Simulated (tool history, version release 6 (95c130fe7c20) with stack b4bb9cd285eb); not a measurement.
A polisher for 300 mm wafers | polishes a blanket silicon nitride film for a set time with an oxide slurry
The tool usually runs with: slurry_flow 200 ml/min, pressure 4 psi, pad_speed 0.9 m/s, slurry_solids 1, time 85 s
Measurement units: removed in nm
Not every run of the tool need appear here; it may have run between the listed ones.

run   hour  slurry_flow  pressure  pad_speed  slurry_solids  time  incoming thickness of the incoming film, nm  removed
  1      0          200         4        0.9           0.85    85                                        509.3     61.1
      24.6  -- worn pad replaced by a new one
  2   25.1          200         4        0.8              1    85                                        503.3     63.1
  3   37.6          200         4        0.8              1    85                                        510.9       64
  4   61.6          200         4        0.8              1    85                                          499     62.4
  5   82.4          200       4.8        0.9            0.8    85                                          505     77.7
  6  107.3          200       4.8        0.9            0.8    85                                        511.9       76
  7  133.7          165         4        0.9              1    85                                        513.9     67.5
  8  148.2          200       2.9       0.78              1    63                                        513.9     32.7
  9  177.9          200       3.4        0.9              1    85                                        510.5     55.3
     189.3  -- slurry nozzle cleaned
 10  193.8          200         4        0.9              1    85                                        508.1     65.1
     218.3  -- head pressure recalibrated
     230.3  -- worn pad replaced by a new one
     272.1  -- conditioning disc replaced and pad reconditioned
 11  291.3          260         4       0.72            1.1    85                                        518.6     61.8
     309.6  -- slurry blender recalibrated
 12    313          200         4       1.16              1    59                                        514.5       58
 13  341.7          270         4        0.9              1    85                                          510     68.7
 14  355.6          240         4       0.62            1.3    64                                        515.3     42.5
 15  379.5          200         3       1.06            1.2    85                                        509.7     58.6
 16  400.6          200         4        0.9           0.75    85                                          509     58.9
 17  414.6          200         4        0.9            0.8    99                                        512.2     70.1
     423.6  -- worn pad replaced by a new one
 18  430.6          200         4        0.9              1    85                                        509.5       69
     447.2  -- slurry nozzle cleaned
 19  447.7          200         4        0.9              1    85                                        512.3     71.6
 20  479.8          200         4        0.9              1    65                                          507     52.2
 21  501.3          200       2.9        0.9              1    85                                        510.2     49.2
 22  573.3          200       4.8        0.9            0.8    85                                        511.6       72
 23  593.4          200         4        0.9              1    85                                        503.6     65.1
     602.7  -- worn pad replaced by a new one
 24    607          200       3.5        0.8            1.1    97                                          502     64.6
 25  619.3          200         4        0.6              1    85                                          516     52.4

Forecast run 26:
 26  652.4          265       5.2        0.9              1    70                                        510.1        ?

{"run 26": {"removed": 73}}
The same run, on a tool lacking any hidden state, would have yielded removed 73.4 nm.

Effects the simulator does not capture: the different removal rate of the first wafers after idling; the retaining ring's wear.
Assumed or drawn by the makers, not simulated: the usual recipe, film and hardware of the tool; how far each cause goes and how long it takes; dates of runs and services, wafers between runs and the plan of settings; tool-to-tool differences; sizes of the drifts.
